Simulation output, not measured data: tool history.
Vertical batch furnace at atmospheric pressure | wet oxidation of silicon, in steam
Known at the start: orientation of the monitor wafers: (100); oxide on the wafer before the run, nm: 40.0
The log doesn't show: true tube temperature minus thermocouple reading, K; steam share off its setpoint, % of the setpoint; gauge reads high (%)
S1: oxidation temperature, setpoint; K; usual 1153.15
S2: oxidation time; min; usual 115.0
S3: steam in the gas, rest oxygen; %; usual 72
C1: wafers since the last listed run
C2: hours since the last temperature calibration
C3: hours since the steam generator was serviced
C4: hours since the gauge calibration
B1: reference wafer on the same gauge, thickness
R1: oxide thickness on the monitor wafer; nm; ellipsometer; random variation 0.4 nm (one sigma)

run     day       S1     S2  S3    C1      C2      C3      C4      B1      R1
  1   0.000  1153.15  115.0  72     0  3088.9  1503.1   618.1  205.13  179.52
  2   2.400  1153.15  115.0  72   695  3146.5  1560.7   675.7  204.89  179.45
  3   6.938  1153.15  115.0  72  1315  3255.4  1669.6   784.6  205.07  178.70
  4   8.629  1153.15  115.0  72   490  3296.0  1710.2   825.2  204.99  179.48
  5  11.388  1153.15  115.0  72   799  3362.2  1776.4   891.4  204.94  179.00
  6  13.775  1153.15  115.0  72   692  3419.5  1833.7   948.7  204.99  178.74
  7  18.238  1153.15  115.0  66  1293  3526.6  1940.8  1055.8  205.14  168.37
  8  22.646  1153.15  115.0  72  1277  3632.4  2046.6  1161.6  204.96  179.16
     25.383  -- steam generator serviced
  9  26.071  1153.15  115.0  72   702  3714.6    16.5  1243.8  205.06  179.95
     28.304  -- gauge calibrated
 10  30.225  1153.15  139.0  72  1204  3814.3   116.2    46.1  204.98  205.84
 11  32.150  1153.15  139.0  72   558  3860.5   162.4    92.3  204.92  206.16
 12  35.079  1153.15  115.0  72   849  3930.8   232.7   162.6  205.22  178.61
 13  37.912  1153.15  115.0  72   821  3998.8   300.7   230.6  204.92  179.46
 14  40.888  1171.15   58.0  83   862  4070.2   372.1   302.0  204.79  150.19
 15  43.192  1178.15   94.0  76   667  4125.5   427.4   357.3  205.14  214.57
 16  46.354  1153.15  115.0  72   916  4201.4   503.3   433.2  204.86  179.47
 17  50.204  1132.15  140.5  72  1116  4293.8   595.7   525.6  205.13  160.56
 18  53.242  1143.15   91.5  72   880  4366.7   668.6   598.5  204.92  135.69
     55.904  -- thermocouples replaced and temperature profile calibrated
 19  58.025  1168.15  131.0  81  1096    50.9   783.4   713.3  204.95  255.83
 20  62.267  1153.15  115.0  72  1229   152.7   885.2   815.1  205.00  178.75
 21  64.142  1163.15   81.0  72   543   197.7   930.2   860.1  205.11  157.06
 22  67.538  1153.15  115.0  72   984   279.2  1011.7   941.6  205.04  179.55
 23  69.758  1153.15  155.0  67   643   332.5  1065.0   994.9  205.08  211.39
 24  72.617  1153.15  146.0  72   828   401.1  1133.6  1063.5  204.89  213.63
 25  77.088  1167.15  139.5  81  1296   508.4  1240.9  1170.8  205.06  265.90
 26  79.162  1131.15   77.5  72   601   558.2  1290.7  1220.6  204.75  106.33
     79.933  -- gauge calibrated
 27  83.233  1163.15  115.0  72  1180   655.9  1388.4    79.2  205.14  201.42

Hidden state at the last listed run before each entry between runs and at the first one after, where it differs:
Between runs 8 and 9: steam generator serviced (day 25.383)
  no hidden state differs between the two runs
Between runs 9 and 10: gauge calibrated (day 28.304)
  no hidden state differs between the two runs
Between runs 18 and 19: thermocouples replaced and temperature profile calibrated (day 55.904)
  no hidden state differs between the two runs
Between runs 26 and 27: gauge calibrated (day 79.933)
  no hidden state differs between the two runs
